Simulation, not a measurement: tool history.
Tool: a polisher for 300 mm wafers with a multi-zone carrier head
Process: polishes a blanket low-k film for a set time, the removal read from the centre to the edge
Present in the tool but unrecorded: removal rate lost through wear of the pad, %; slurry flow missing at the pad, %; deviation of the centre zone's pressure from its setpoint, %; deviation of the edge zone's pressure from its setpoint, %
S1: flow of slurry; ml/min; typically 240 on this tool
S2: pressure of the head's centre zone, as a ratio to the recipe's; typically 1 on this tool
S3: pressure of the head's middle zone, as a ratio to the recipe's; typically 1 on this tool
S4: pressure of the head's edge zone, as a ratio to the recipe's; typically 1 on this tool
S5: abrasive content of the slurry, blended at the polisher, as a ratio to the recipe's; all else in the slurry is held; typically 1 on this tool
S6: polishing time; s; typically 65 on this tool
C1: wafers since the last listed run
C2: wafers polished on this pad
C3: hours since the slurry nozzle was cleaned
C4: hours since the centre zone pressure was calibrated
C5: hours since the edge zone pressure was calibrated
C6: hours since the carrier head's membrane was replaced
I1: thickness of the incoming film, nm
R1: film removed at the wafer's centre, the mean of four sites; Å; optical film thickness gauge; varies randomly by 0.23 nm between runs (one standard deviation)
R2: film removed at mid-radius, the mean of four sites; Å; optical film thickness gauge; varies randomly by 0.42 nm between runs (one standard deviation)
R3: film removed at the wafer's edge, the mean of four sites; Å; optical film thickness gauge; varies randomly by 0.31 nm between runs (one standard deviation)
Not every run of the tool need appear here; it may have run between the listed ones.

{"run": 1, "hour": 0.0, "S1": 240, "S2": 0.94, "S3": 1, "S4": 1, "S5": 1, "S6": 65, "C1": 0, "C2": 1453, "C3": 50.4, "C4": 659.3, "C5": 71.2, "C6": 630.9, "I1": 684.4, "R1": 284, "R2": 300, "R3": 300}
{"run": 2, "hour": 96.8, "S1": 240, "S2": 0.94, "S3": 1, "S4": 1, "S5": 1, "S6": 65, "C1": 1125, "C2": 2578, "C3": 147.2, "C4": 756.1, "C5": 168, "C6": 727.7, "I1": 684.9, "R1": 276, "R2": 290, "R3": 295}
{"run": 3, "hour": 203.9, "S1": 240, "S2": 0.94, "S3": 1, "S4": 1, "S5": 1, "S6": 65, "C1": 1244, "C2": 3823, "C3": 254.3, "C4": 863.2, "C5": 275.1, "C6": 834.8, "I1": 697.1, "R1": 272, "R2": 290, "R3": 280}
{"hour": 274.5, "done": "worn pad replaced by a new one"}
{"hour": 291.3, "done": "centre zone pressure recalibrated"}
{"run": 4, "hour": 307.0, "S1": 240, "S2": 1, "S3": 1, "S4": 1, "S5": 1, "S6": 65, "C1": 1128, "C2": 354, "C3": 357.4, "C4": 15.7, "C5": 378.2, "C6": 937.9, "I1": 692.8, "R1": 310, "R2": 315, "R3": 312}
{"hour": 339.3, "done": "slurry nozzle cleaned"}
{"run": 5, "hour": 401.0, "S1": 240, "S2": 1, "S3": 1, "S4": 1, "S5": 1, "S6": 65, "C1": 1080, "C2": 1435, "C3": 61.7, "C4": 109.7, "C5": 472.2, "C6": 1031.9, "I1": 683.2, "R1": 303, "R2": 304, "R3": 298}
{"run": 6, "hour": 496.3, "S1": 240, "S2": 1, "S3": 1, "S4": 1, "S5": 1, "S6": 65, "C1": 1107, "C2": 2543, "C3": 157, "C4": 205, "C5": 567.5, "C6": 1127.2, "I1": 703.5, "R1": 296, "R2": 294, "R3": 293}
{"run": 7, "hour": 550.6, "S1": 240, "S2": 1, "S3": 1, "S4": 1, "S5": 1, "S6": 65, "C1": 631, "C2": 3174, "C3": 211.3, "C4": 259.3, "C5": 621.8, "C6": 1181.5, "I1": 677.9, "R1": 297, "R2": 292, "R3": 294}
{"run": 8, "hour": 604.8, "S1": 185, "S2": 1, "S3": 1, "S4": 1, "S5": 1, "S6": 65, "C1": 629, "C2": 3804, "C3": 265.5, "C4": 313.5, "C5": 676, "C6": 1235.7, "I1": 689.9, "R1": 281, "R2": 278, "R3": 280}
{"hour": 660.5, "done": "worn pad replaced by a new one"}
{"run": 9, "hour": 705.9, "S1": 240, "S2": 1, "S3": 1, "S4": 1, "S5": 1, "S6": 65, "C1": 1128, "C2": 527, "C3": 366.6, "C4": 414.6, "C5": 777.1, "C6": 1336.8, "I1": 692.9, "R1": 307, "R2": 309, "R3": 312}
{"run": 10, "hour": 751.4, "S1": 240, "S2": 0.89, "S3": 1, "S4": 1, "S5": 1, "S6": 52, "C1": 528, "C2": 1056, "C3": 412.1, "C4": 460.1, "C5": 822.6, "C6": 1382.3, "I1": 686, "R1": 213, "R2": 243, "R3": 240}
{"run": 11, "hour": 812.8, "S1": 325, "S2": 1, "S3": 1, "S4": 1.1, "S5": 1.1, "S6": 83, "C1": 713, "C2": 1769, "C3": 473.5, "C4": 521.5, "C5": 884, "C6": 1443.7, "I1": 679.6, "R1": 422, "R2": 412, "R3": 422}
{"hour": 818.0, "done": "slurry nozzle cleaned"}
{"hour": 883.4, "done": "edge zone pressure recalibrated"}
{"run": 12, "hour": 906.1, "S1": 240, "S2": 1, "S3": 1, "S4": 1, "S5": 1, "S6": 65, "C1": 1049, "C2": 2819, "C3": 88.1, "C4": 614.8, "C5": 22.7, "C6": 1537, "I1": 697.3, "R1": 292, "R2": 295, "R3": 289}
{"run": 13, "hour": 960.6, "S1": 240, "S2": 1, "S3": 1, "S4": 1, "S5": 1.2, "S6": 56, "C1": 633, "C2": 3453, "C3": 142.6, "C4": 669.3, "C5": 77.2, "C6": 1591.5, "I1": 684.2, "R1": 276, "R2": 278, "R3": 269}
{"hour": 1006.1, "done": "carrier head's membrane replaced by a new one"}
{"run": 14, "hour": 1026.5, "S1": 240, "S2": 1, "S3": 1, "S4": 1, "S5": 1, "S6": 77, "C1": 707, "C2": 4160, "C3": 208.5, "C4": 735.2, "C5": 143.1, "C6": 20.4, "I1": 687.3, "R1": 341, "R2": 343, "R3": 333}
{"hour": 1046.3, "done": "worn pad replaced by a new one"}
{"hour": 1054.5, "done": "centre zone pressure recalibrated"}
{"run": 15, "hour": 1127.4, "S1": 270, "S2": 1.11, "S3": 1, "S4": 0.96, "S5": 1, "S6": 56, "C1": 1103, "C2": 919, "C3": 309.4, "C4": 72.9, "C5": 244, "C6": 121.3, "I1": 680.4, "R1": 293, "R2": 272, "R3": 260}
{"run": 16, "hour": 1219.4, "S1": 240, "S2": 1, "S3": 1, "S4": 1, "S5": 1, "S6": 65, "C1": 1069, "C2": 1988, "C3": 401.4, "C4": 164.9, "C5": 336, "C6": 213.3, "I1": 696, "R1": 296, "R2": 290, "R3": 292}
{"hour": 1221.2, "done": "slurry nozzle cleaned"}
{"run": 17, "hour": 1280.5, "S1": 240, "S2": 0.91, "S3": 0.95, "S4": 1, "S5": 1, "S6": 65, "C1": 698, "C2": 2687, "C3": 59.3, "C4": 226, "C5": 397.1, "C6": 274.4, "I1": 701.1, "R1": 263, "R2": 282, "R3": 287}
{"run": 18, "hour": 1330.3, "S1": 290, "S2": 1, "S3": 1, "S4": 1.07, "S5": 1.2, "S6": 65, "C1": 578, "C2": 3266, "C3": 109.1, "C4": 275.8, "C5": 446.9, "C6": 324.2, "I1": 686.4, "R1": 328, "R2": 327, "R3": 327}
{"run": 19, "hour": 1369.4, "S1": 240, "S2": 1, "S3": 1, "S4": 1, "S5": 1, "S6": 59, "C1": 454, "C2": 3720, "C3": 148.2, "C4": 314.9, "C5": 486, "C6": 363.3, "I1": 676.8, "R1": 265, "R2": 254, "R3": 262}
{"run": 20, "hour": 1434.2, "S1": 240, "S2": 0.91, "S3": 1, "S4": 1, "S5": 1, "S6": 65, "C1": 753, "C2": 4474, "C3": 213, "C4": 379.7, "C5": 550.8, "C6": 428.1, "I1": 679.7, "R1": 261, "R2": 286, "R3": 282}
{"hour": 1440.9, "done": "worn pad replaced by a new one"}
{"run": 21, "hour": 1497.7, "S1": 240, "S2": 1, "S3": 1, "S4": 1, "S5": 1, "S6": 65, "C1": 691, "C2": 660, "C3": 276.5, "C4": 443.2, "C5": 614.3, "C6": 491.6, "I1": 693.1, "R1": 306, "R2": 309, "R3": 303}
{"run": 22, "hour": 1571.7, "S1": 320, "S2": 0.88, "S3": 1.06, "S4": 1, "S5": 1, "S6": 75, "C1": 860, "C2": 1520, "C3": 350.5, "C4": 517.2, "C5": 688.3, "C6": 565.6, "I1": 693, "R1": 316, "R2": 366, "R3": 351}

3 options for the next run, each taken on its own from the tool as it stands now. Forecast them:
{"run": "A", "hour": 1572.1, "S1": 240, "S2": 1, "S3": 1, "S4": 1, "S5": 0.75, "S6": 65, "C1": 4, "C2": 1524, "C3": 350.9, "C4": 517.6, "C5": 688.7, "C6": 566, "I1": 683.6, "R1": "?", "R2": "?", "R3": "?"}
{"run": "B", "hour": 1572.1, "S1": 240, "S2": 1, "S3": 1, "S4": 1.03, "S5": 1, "S6": 65, "C1": 4, "C2": 1524, "C3": 350.9, "C4": 517.6, "C5": 688.7, "C6": 566, "I1": 683.6, "R1": "?", "R2": "?", "R3": "?"}
{"run": "C", "hour": 1572.1, "S1": 240, "S2": 1.12, "S3": 1, "S4": 1, "S5": 1, "S6": 65, "C1": 4, "C2": 1524, "C3": 350.9, "C4": 517.6, "C5": 688.7, "C6": 566, "I1": 683.6, "R1": "?", "R2": "?", "R3": "?"}

run=A R1=242 R2=248 R3=241
run=B R1=295 R2=302 R3=298
run=C R1=331 R2=302 R3=294
Take away the tool's hidden state, keep each run's random variation, and the runs would have read:
run=A R1=260 R2=266 R3=259
run=B R1=317 R2=324 R3=319
run=C R1=355 R2=324 R3=316

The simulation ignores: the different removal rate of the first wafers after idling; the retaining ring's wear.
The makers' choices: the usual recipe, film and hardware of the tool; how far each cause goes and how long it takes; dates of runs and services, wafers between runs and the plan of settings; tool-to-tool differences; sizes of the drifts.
